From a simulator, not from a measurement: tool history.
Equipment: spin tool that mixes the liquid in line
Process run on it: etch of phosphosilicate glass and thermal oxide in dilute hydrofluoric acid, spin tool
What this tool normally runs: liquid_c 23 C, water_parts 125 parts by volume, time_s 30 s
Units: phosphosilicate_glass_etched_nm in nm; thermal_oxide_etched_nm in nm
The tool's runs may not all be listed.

run,hour,liquid_c,water_parts,time_s,wafers since the last listed run,hours since the thermometer was replaced,hours since the hydrofluoric acid flow meter was replaced,hours since the gauge calibration,"read-back film thickness of the phosphosilicate glass reference wafer, read on the same gauge (nm)","read-back film thickness of the thermal oxide reference wafer, read on the same gauge (nm)",phosphosilicate_glass_etched_nm,thermal_oxide_etched_nm
1,0,23,105,30,0,1949.6,506.7,222.1,60.03,100.034,23.37,1.256
2,16.5,23,105,30,288,1966.1,523.2,238.6,60.02,100.032,23.57,1.252
3,25.3,19.5,175,30,153,1974.9,532,247.4,60,99.989,11.48,0.583
4,43.5,19.5,175,30,317,1993.1,550.2,265.6,59.98,99.955,11.37,0.621
5,55.2,23,125,30,204,2004.8,561.9,277.3,60,100.007,19.31,1.029
6,67.6,23,125,30,216,2017.2,574.3,289.7,60.02,100.039,19.47,1.059
7,79.2,23,125,30,202,2028.8,585.9,301.3,60.01,100.046,19.49,1.015
# hour 90: gauge calibrated
8,93.8,25,125,30,255,2043.4,600.5,3.8,59.98,99.988,20.88,1.15
9,113.4,25.5,125,30,342,2063,620.1,23.4,59.97,100.024,21.27,1.153
# hour 116.3: hydrofluoric acid flow meter replaced
10,162.9,24.5,125,40,847,2112.5,46.6,72.9,60.05,99.98,27.24,1.523
11,175.3,23,125,30,216,2124.9,59,85.3,59.96,100.042,19.07,1.007
# hour 178.7: thermometer replaced
12,181.9,23,125,45,97,3.2,65.6,91.9,59.99,100.033,28.85,1.514
13,194.8,26.5,70,50,225,16.1,78.5,104.8,60.01,100.013,70.01,3.87

Predict the results of run 14:
14,239.4,21,125,40,779,60.7,123.1,149.4,?,?,?,?

For run 14 the tool returned read-back film thickness of the phosphosilicate glass reference wafer, read on the same gauge (nm) 60.01, read-back film thickness of the thermal oxide reference wafer, read on the same gauge (nm) 99.99, phosphosilicate_glass_etched_nm 23.73 nm, thermal_oxide_etched_nm 1.27 nm.
Without the tool's hidden state the same run would have given phosphosilicate_glass_etched_nm 23.73 nm, thermal_oxide_etched_nm 1.27 nm.
